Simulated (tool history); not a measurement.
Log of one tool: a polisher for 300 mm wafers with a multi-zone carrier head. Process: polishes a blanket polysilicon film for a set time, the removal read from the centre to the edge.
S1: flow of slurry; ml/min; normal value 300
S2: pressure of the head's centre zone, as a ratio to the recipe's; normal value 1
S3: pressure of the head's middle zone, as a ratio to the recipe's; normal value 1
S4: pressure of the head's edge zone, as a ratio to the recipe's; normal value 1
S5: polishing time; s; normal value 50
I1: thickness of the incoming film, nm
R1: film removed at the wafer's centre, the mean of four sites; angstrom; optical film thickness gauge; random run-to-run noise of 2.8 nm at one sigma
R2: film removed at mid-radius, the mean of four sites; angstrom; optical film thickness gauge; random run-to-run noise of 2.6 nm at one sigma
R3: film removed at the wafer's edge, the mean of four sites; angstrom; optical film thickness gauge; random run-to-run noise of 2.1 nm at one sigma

Run 1, day 0: usual settings but S3 1.03; I1 979.3. Result: R1 1908 angstrom, R2 1903 angstrom, R3 1827 angstrom.
Run 2, day 1.075: usual settings; I1 962.9. Result: R1 1867 angstrom, R2 1882 angstrom, R3 1870 angstrom.
At day 1.946: carrier head's membrane replaced by a new one.
Run 3, day 2.308: usual settings but S5 36 s; I1 962.9. Result: R1 1371 angstrom, R2 1317 angstrom, R3 1308 angstrom.
At day 2.858: worn pad replaced by a new one.
At day 3.692: centre zone pressure recalibrated.
Run 4, day 3.738: usual settings but S1 250 ml/min, S2 0.96, S4 1.04, S5 63 s; I1 980.5. Result: R1 2262 angstrom, R2 2293 angstrom, R3 2327 angstrom.
Run 5, day 5.062: usual settings but S2 0.89, S4 1.06, S5 59 s; I1 978.7. Result: R1 2021 angstrom, R2 2177 angstrom, R3 2264 angstrom.
Run 6, day 6.267: usual settings but S1 255 ml/min, S3 1.04, S4 0.95, S5 40 s; I1 968.7. Result: R1 1495 angstrom, R2 1473 angstrom, R3 1417 angstrom.
Run 7, day 7.054: usual settings; I1 979.9. Result: R1 1877 angstrom, R2 1836 angstrom, R3 1805 angstrom.
Run 8, day 7.95: usual settings but S1 200 ml/min, S2 1.05, S3 0.88, S4 0.97; I1 976.5. Result: R1 1897 angstrom, R2 1608 angstrom, R3 1758 angstrom.
Run 9, day 9.092: usual settings but S3 1.12; I1 967.5. Result: R1 1912 angstrom, R2 2023 angstrom, R3 1824 angstrom.
Run 10, day 10.046: usual settings but S5 62 s; I1 985.9. Result: R1 2375 angstrom, R2 2275 angstrom, R3 2279 angstrom.
At day 11.275: worn pad replaced by a new one.
At day 11.671: slurry nozzle cleaned.
Run 11, day 11.738: usual settings but S4 0.9; I1 988.6. Result: R1 1911 angstrom, R2 1844 angstrom, R3 1773 angstrom.
Run 12, day 13.046: usual settings but S1 345 ml/min; I1 982.7. Result: R1 1943 angstrom, R2 1833 angstrom, R3 1889 angstrom.
Run 13, day 13.679: usual settings but S1 360 ml/min, S4 1.06; I1 977.1. Result: R1 1855 angstrom, R2 1868 angstrom, R3 1891 angstrom.
Run 14, day 14.379: usual settings; I1 985.1. Result: R1 1922 angstrom, R2 1838 angstrom, R3 1826 angstrom.
Run 15, day 15.867: usual settings but S5 36 s; I1 984.7. Result: R1 1344 angstrom, R2 1337 angstrom, R3 1330 angstrom.
Run 16, day 16.971: usual settings; I1 990.1. Result: R1 1906 angstrom, R2 1840 angstrom, R3 1849 angstrom.
Run 17, day 17.788: usual settings but S1 330 ml/min; I1 957.7. Result: R1 1888 angstrom, R2 1842 angstrom, R3 1860 angstrom.
At day 18.692: worn pad replaced by a new one.
Run 18, day 18.917: usual settings; I1 973.7. Result: R1 1879 angstrom, R2 1857 angstrom, R3 1843 angstrom.
Run 19, day 20.325: usual settings but S1 355 ml/min, S3 1.11, S5 57 s; I1 984.9. Result: R1 2238 angstrom, R2 2291 angstrom, R3 2106 angstrom.
Run 20, day 21.504: usual settings but S3 1.05, S4 0.91; I1 989.5. Result: R1 1933 angstrom, R2 1978 angstrom, R3 1764 angstrom.
Run 21, day 22.188: usual settings; I1 976.4. Result: R1 1880 angstrom, R2 1844 angstrom, R3 1854 angstrom.

Alternative continuations, all from the tool just after run 21; predict every row:
Run A, day 22.204: usual settings but S5 59 s; I1 973.8. Result: R1 ?, R2 ?, R3 ?.
Run B, day 22.204: usual settings but S1 240 ml/min, S2 0.94, S4 1.12, S5 68 s; I1 973.8. Result: R1 ?, R2 ?, R3 ?.
Run C, day 22.204: usual settings but S1 345 ml/min, S4 0.96, S5 43 s; I1 973.8. Result: R1 ?, R2 ?, R3 ?.
Run D, day 22.204: usual settings but S2 0.88, S4 1.09, S5 56 s; I1 973.8. Result: R1 ?, R2 ?, R3 ?.
Run E, day 22.204: usual settings but S2 1.11, S4 0.95; I1 973.8. Result: R1 ?, R2 ?, R3 ?.

run    R1    R2    R3
  A  2197  2146  2179
  B  2338  2436  2577
  C  1617  1579  1579
  D  1833  2038  2127
  E  2068  1818  1817
Without the tool's unlogged condition, the same runs would have read:
run    R1    R2    R3
  A  2197  2146  2179
  B  2338  2436  2577
  C  1617  1579  1579
  D  1833  2038  2127
  E  2068  1818  1817
